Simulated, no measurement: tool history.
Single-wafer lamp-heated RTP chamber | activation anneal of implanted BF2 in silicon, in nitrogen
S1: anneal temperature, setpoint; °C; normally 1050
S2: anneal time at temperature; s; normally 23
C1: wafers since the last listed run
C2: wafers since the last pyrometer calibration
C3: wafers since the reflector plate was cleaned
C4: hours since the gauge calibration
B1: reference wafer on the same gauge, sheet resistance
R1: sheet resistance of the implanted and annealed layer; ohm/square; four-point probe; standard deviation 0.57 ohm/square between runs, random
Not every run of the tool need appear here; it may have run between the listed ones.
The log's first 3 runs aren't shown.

run	day	S1	S2	C1	C2	C3	C4	B1	R1
4	10.846	1050	23	412	2173	1532	2107.9	148.98	153.08
5	13.892	1050	33	706	2880	2239	2181	149.1	145.11
6	20.538	1050	33	1542	4423	3782	2340.5	148.88	143.48
7	22.962	1050	33	562	4985	4344	2398.7	148.92	142.91
# day 24.329: pyrometer window cleaned and pyrometer calibrated
8	27.096	1050	23	881	642	5226	2497.9	148.91	153.57
9	28.738	1050	23	380	1023	5607	2537.3	149.1	153.96
10	30.321	1050	23	367	1390	5975	2575.3	148.92	152.95
11	33.45	1042	23	726	2116	6701	2650.4	149.05	160.34
12	35.325	1042	23	435	2551	7136	2695.4	148.94	159.44
13	39.65	1050	23	1003	3555	8140	2799.2	148.97	151.25
14	41.538	1072	30	438	3993	8578	2844.5	149.08	127.58
# day 45.042: pyrometer window cleaned and pyrometer calibrated
15	45.821	1072	30	916	181	9494	2947.3	149.02	129.16
# day 47.933: gauge calibrated
16	48.654	1050	23	657	838	10152	17.3	148.98	153.6
17	51.354	1057	12	626	1465	10779	82.1	148.99	161.77

Forecast run 18:
18	59.879	1069	10	1978	3443	12757	286.7	?	?

B1: 149.07
R1: 156.7 ohm/square
Without the tool's hidden state the same run would have given R1 158.04 ohm/square.
